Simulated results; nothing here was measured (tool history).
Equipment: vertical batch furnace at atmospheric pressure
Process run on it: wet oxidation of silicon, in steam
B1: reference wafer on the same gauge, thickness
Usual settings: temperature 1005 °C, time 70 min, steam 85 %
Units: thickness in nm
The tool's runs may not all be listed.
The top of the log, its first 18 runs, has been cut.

Run 19, hour 236.3: usual settings but temperature 988 °C, time 41 min, steam 81 %; B1 497.33. Result: thickness 268.5 nm.
Run 20, hour 243.7: usual settings but time 45 min, steam 76 %; B1 497.25. Result: thickness 319.01 nm.
Run 21, hour 258.5: usual settings but temperature 1019 °C, time 101.5 min, steam 97 %; B1 496.93. Result: thickness 707.96 nm.
Run 22, hour 269.8: usual settings; B1 496.79. Result: thickness 466.78 nm.
At hour 305.4: thermocouples replaced and temperature profile calibrated.
Run 23, hour 305.9: usual settings; B1 497.28. Result: thickness 467.72 nm.
Run 24, hour 310: usual settings but temperature 988 °C, time 53 min; B1 497.41. Result: thickness 335.24 nm.
Run 25, hour 314.1: usual settings but temperature 998 °C; B1 496.88. Result: thickness 442.54 nm.
Run 26, hour 318.3: usual settings but steam 94 %; B1 497.31. Result: thickness 500.68 nm.
Run 27, hour 334.5: usual settings but temperature 988 °C, time 57.5 min, steam 78 %; B1 497.08. Result: thickness 333.69 nm.
Run 28, hour 343.7: usual settings but temperature 997 °C, time 51 min, steam 76 %; B1 497.35. Result: thickness 324.43 nm.
Run 29, hour 350: usual settings but temperature 1029 °C, time 92 min, steam 95 %; B1 496.92. Result: thickness 689.91 nm.
At hour 353.3: gauge calibrated.
Run 30, hour 363.9: usual settings; B1 497.42. Result: thickness 463.73 nm.

Forecast run 31:
Run 31, hour 376.9: usual settings but temperature 1028 °C, time 48.5 min; B1 ?. Result: thickness ?.

B1: 497
thickness: 422.99 nm
If the tool had no hidden condition, the same run with the same run-to-run variation would have returned thickness 435.19 nm.

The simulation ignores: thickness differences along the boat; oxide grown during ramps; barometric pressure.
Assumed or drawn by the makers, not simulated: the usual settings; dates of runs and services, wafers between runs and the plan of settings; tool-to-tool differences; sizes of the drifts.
